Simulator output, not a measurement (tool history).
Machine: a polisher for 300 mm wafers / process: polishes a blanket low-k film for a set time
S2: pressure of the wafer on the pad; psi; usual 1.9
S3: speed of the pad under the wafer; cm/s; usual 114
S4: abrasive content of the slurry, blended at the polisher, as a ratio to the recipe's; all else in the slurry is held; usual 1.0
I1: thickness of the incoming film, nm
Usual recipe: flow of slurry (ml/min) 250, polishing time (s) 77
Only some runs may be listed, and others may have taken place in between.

{"run": 1, "hour": 0.0, "flow of slurry (ml/min)": 250, "S2": 1.9, "S3": 114, "S4": 1.0, "polishing time (s)": 92, "I1": 500.7, "film removed (angstrom)": 463}
{"hour": 36.6, "done": "worn pad replaced by a new one"}
{"run": 2, "hour": 38.8, "flow of slurry (ml/min)": 250, "S2": 1.9, "S3": 114, "S4": 1.0, "polishing time (s)": 92, "I1": 493.3, "film removed (angstrom)": 478}
{"run": 3, "hour": 76.2, "flow of slurry (ml/min)": 250, "S2": 1.9, "S3": 114, "S4": 1.0, "polishing time (s)": 92, "I1": 479.2, "film removed (angstrom)": 484}
{"hour": 143.0, "done": "slurry blender recalibrated"}
{"run": 4, "hour": 177.7, "flow of slurry (ml/min)": 250, "S2": 1.9, "S3": 114, "S4": 1.0, "polishing time (s)": 77, "I1": 492.4, "film removed (angstrom)": 400}
{"hour": 180.7, "done": "conditioning disc replaced and pad reconditioned"}
{"run": 5, "hour": 235.0, "flow of slurry (ml/min)": 250, "S2": 1.9, "S3": 114, "S4": 1.0, "polishing time (s)": 77, "I1": 487.7, "film removed (angstrom)": 388}
{"hour": 316.1, "done": "worn pad replaced by a new one"}
{"run": 6, "hour": 326.1, "flow of slurry (ml/min)": 250, "S2": 1.9, "S3": 114, "S4": 1.0, "polishing time (s)": 77, "I1": 486.0, "film removed (angstrom)": 398}
{"run": 7, "hour": 392.8, "flow of slurry (ml/min)": 250, "S2": 1.9, "S3": 114, "S4": 1.0, "polishing time (s)": 77, "I1": 484.4, "film removed (angstrom)": 404}
{"hour": 435.2, "done": "slurry nozzle cleaned"}
{"hour": 453.4, "done": "conditioning disc replaced and pad reconditioned"}
{"run": 8, "hour": 475.5, "flow of slurry (ml/min)": 250, "S2": 1.9, "S3": 114, "S4": 1.0, "polishing time (s)": 77, "I1": 488.9, "film removed (angstrom)": 391}
{"hour": 483.8, "done": "slurry blender recalibrated"}
{"hour": 545.1, "done": "head pressure recalibrated"}
{"run": 9, "hour": 547.5, "flow of slurry (ml/min)": 250, "S2": 1.9, "S3": 114, "S4": 1.0, "polishing time (s)": 77, "I1": 478.7, "film removed (angstrom)": 385}
{"hour": 554.8, "done": "worn pad replaced by a new one"}
{"run": 10, "hour": 609.3, "flow of slurry (ml/min)": 250, "S2": 2.2, "S3": 114, "S4": 1.1, "polishing time (s)": 77, "I1": 498.0, "film removed (angstrom)": 492}
{"run": 11, "hour": 651.9, "flow of slurry (ml/min)": 290, "S2": 1.9, "S3": 114, "S4": 1.0, "polishing time (s)": 77, "I1": 490.0, "film removed (angstrom)": 405}
{"run": 12, "hour": 690.4, "flow of slurry (ml/min)": 250, "S2": 2.2, "S3": 114, "S4": 0.8, "polishing time (s)": 77, "I1": 487.4, "film removed (angstrom)": 361}
{"hour": 722.9, "done": "conditioning disc replaced and pad reconditioned"}
{"run": 13, "hour": 771.1, "flow of slurry (ml/min)": 250, "S2": 1.9, "S3": 150, "S4": 1.0, "polishing time (s)": 77, "I1": 492.4, "film removed (angstrom)": 472}

Estimate the outcome of run 14 from the log above:
{"hour": 782.3, "done": "slurry blender recalibrated"}
{"hour": 782.4, "done": "worn pad replaced by a new one"}
{"run": 14, "hour": 868.6, "flow of slurry (ml/min)": 250, "S2": 1.9, "S3": 82, "S4": 1.0, "polishing time (s)": 50, "I1": 496.6, "film removed (angstrom)": "?"}

Run 14 yielded film removed (angstrom) 203.
The same run, on a tool lacking any hidden state, would have yielded film removed (angstrom) 205.
